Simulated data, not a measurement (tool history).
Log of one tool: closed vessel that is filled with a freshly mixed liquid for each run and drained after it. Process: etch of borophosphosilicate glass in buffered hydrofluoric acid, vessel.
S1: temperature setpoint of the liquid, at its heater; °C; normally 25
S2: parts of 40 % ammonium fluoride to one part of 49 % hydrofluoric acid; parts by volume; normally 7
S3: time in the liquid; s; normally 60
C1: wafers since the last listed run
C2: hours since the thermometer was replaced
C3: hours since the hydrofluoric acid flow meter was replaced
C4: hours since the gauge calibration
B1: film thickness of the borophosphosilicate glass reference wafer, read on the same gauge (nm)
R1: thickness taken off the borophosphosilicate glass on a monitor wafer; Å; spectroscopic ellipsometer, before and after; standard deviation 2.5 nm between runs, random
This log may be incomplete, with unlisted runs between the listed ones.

run   hour    S1   S2  S3    C1      C2      C3     C4     B1      R1
  1      0    25    7  60     0  1620.4    1507  222.9  29.99  2874.6
  2   30.4    25    7  60  3916  1650.8  1537.4  253.3  29.98  2824.5
  3   51.5    26    7  60  2718  1671.9  1558.5  274.4     30  3066.8
  4   76.4    26    7  60  3207  1696.8  1583.4  299.3  29.98  2996.5
  5  110.4    25  5.5  60  4379  1730.8  1617.4  333.3  30.01  3476.7
  6  133.3    25  5.5  60  2949  1753.7  1640.3  356.2     30  3515.2
  7  168.8    25  5.5  60  4573  1789.2  1675.8  391.7  29.99  3528.2
  8  203.2    25    7  60  4431  1823.6  1710.2  426.1     30  2834.1
  9  221.2    25    7  60  2318  1841.6  1728.2  444.1     30  2813.5
 10  235.7  26.5    7  85  1867  1856.1  1742.7  458.6     30  4300.9
 11  263.2  28.5    7  60  3542  1883.6  1770.2  486.1     30  3413.6
     281.6  -- hydrofluoric acid flow meter replaced
 12  282.1  28.5    7  60  2305  1902.5     0.5    505     30    3414
 13  297.7  27.5    7  30  2009  1918.1    16.1  520.6  30.02    1583
 14  309.8  22.5    7  60  1558  1930.2    28.2  532.7  29.98  2446.1
 15  344.1    25    7  50  4418  1964.5    62.5    567     30    2336
     346.7  -- gauge calibrated
 16  369.1    30    7  60  3220  1989.5    87.5   22.4  30.01  3651.5
 17  392.6  26.5    7  60  3027    2013     111   45.9  30.02  3029.2
     414.3  -- thermometer replaced
 18  414.8  23.5    7  40  2730     0.5   133.2   68.1  30.01  1947.6
 19  428.4    25    7  60  1751    14.1   146.8   81.7     30  3153.3
 20    456    25    7  45  3555    41.7   174.4  109.3  30.03  2360.9
 21  470.8    25   10  40  1906    56.5   189.2  124.1     30  1491.1
 22  490.2    22    7  30  2499    75.9   208.6  143.5  29.98  1342.6
 23  509.9    25    7  60  2537    95.6   228.3  163.2  29.98    3119
 24  527.2    22    5  30  2228   112.9   245.6  180.5     30  1810.4
 25  558.7    25  8.5  35  4057   144.4   277.1    212  29.99  1502.5

Consider 5 possible next runs. They are alternatives, not a sequence: every one starts from the tool as it was left by run 25. What does each give?
  A  559.4    25    7  60  90  145.1  277.8  212.7   ?   ?
  B  559.4  21.5    7  60  90  145.1  277.8  212.7   ?   ?
  C  559.4  23.5    7  80  90  145.1  277.8  212.7   ?   ?
  D  559.4    23    6  30  90  145.1  277.8  212.7   ?   ?
  E  559.4    25  8.5  70  90  145.1  277.8  212.7   ?   ?

run     B1      R1
  A  30.02  3156.5
  B  30.02  2612.4
  C  30.02  3882.9
  D  30.02  1624.5
  E  30.02  2978.1
Without the tool's hidden state the same runs would have given:
run      R1
  A  3200.7
  B  2649.8
  C  3937.7
  D  1647.5
  E  3019.9

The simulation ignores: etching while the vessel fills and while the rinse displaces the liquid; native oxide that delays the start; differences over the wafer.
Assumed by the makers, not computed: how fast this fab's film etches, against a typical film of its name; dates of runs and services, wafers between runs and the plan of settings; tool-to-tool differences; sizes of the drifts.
